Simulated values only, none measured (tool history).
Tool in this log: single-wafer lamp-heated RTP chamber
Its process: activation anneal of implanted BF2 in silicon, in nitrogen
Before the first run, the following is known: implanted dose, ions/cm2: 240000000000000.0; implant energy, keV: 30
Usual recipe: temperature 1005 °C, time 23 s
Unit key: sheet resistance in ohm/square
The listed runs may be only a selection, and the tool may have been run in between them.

| run | hour | temperature | time | wafers since the last listed run | wafers since the last pyrometer calibration | wafers since the reflector plate was cleaned | hours since the gauge calibration | read-back reference wafer on the same gauge, sheet resistance | sheet resistance |
|---|---|---|---|---|---|---|---|---|---|
| 1 | 0 | 1005 | 23 | 0 | 1479 | 5332 | 554.8 | 379.5 | 431.67 |
| 2 | 53.4 | 1005 | 23 | 689 | 2168 | 6021 | 608.2 | 379.39 | 431.49 |
| 3 | 95.9 | 1005 | 23 | 548 | 2716 | 6569 | 650.7 | 379.49 | 430.66 |
| 4 | 169.9 | 1005 | 23 | 955 | 3671 | 7525 | 724.7 | 379.24 | 430.77 |
|  | 196.6 | pyrometer window cleaned and pyrometer calibrated |
| 5 | 219.9 | 1005 | 23 | 542 | 301 | 8067 | 774.7 | 379.11 | 430.7 |
| 6 | 286.4 | 984 | 23 | 858 | 1159 | 8925 | 841.2 | 378.99 | 436.53 |
|  | 309.7 | reflector plate cleaned |
| 7 | 375.9 | 984 | 23 | 1051 | 2211 | 854 | 930.7 | 378.73 | 435.66 |
| 8 | 454.5 | 984 | 23 | 1014 | 3225 | 1869 | 1009.3 | 378.61 | 436.03 |
|  | 491.4 | pyrometer window cleaned and pyrometer calibrated |
| 9 | 511.7 | 1019 | 23 | 635 | 262 | 2504 | 1066.5 | 378.42 | 427.9 |
| 10 | 583.6 | 1005 | 23 | 927 | 1190 | 3432 | 1138.4 | 378.24 | 429.98 |
| 11 | 640.4 | 1005 | 28 | 733 | 1923 | 4165 | 1195.2 | 378.15 | 429.69 |
| 12 | 727 | 982 | 23 | 1117 | 3040 | 5282 | 1281.8 | 377.77 | 437.46 |
|  | 778.1 | pyrometer window cleaned and pyrometer calibrated |
| 13 | 785.1 | 1028 | 12 | 646 | 90 | 5929 | 1339.9 | 377.56 | 430.41 |
| 14 | 891 | 1019 | 12 | 1366 | 1457 | 7296 | 1445.8 | 377.17 | 431.14 |
| 15 | 927.2 | 1005 | 23 | 467 | 1924 | 7763 | 1482 | 377.1 | 429.23 |
| 16 | 974.1 | 1034 | 23 | 605 | 2529 | 8368 | 1528.9 | 376.89 | 423.73 |
|  | 1011.5 | reflector plate cleaned |
| 17 | 1039.9 | 1005 | 23 | 746 | 3275 | 366 | 1594.7 | 376.56 | 427.75 |

For run 18, what comes out?
|  | 1065.2 | pyrometer window cleaned and pyrometer calibrated |
| 18 | 1141.7 | 1030 | 29 | 1210 | 987 | 1576 | 1696.5 | ? | ? |

{"run 18": {"read-back reference wafer on the same gauge, sheet resistance": 376.16, "sheet resistance": 421.66}}
Were there no unlogged condition in the tool, this run, its random variation unchanged, would have produced sheet resistance 425.9 ohm/square.

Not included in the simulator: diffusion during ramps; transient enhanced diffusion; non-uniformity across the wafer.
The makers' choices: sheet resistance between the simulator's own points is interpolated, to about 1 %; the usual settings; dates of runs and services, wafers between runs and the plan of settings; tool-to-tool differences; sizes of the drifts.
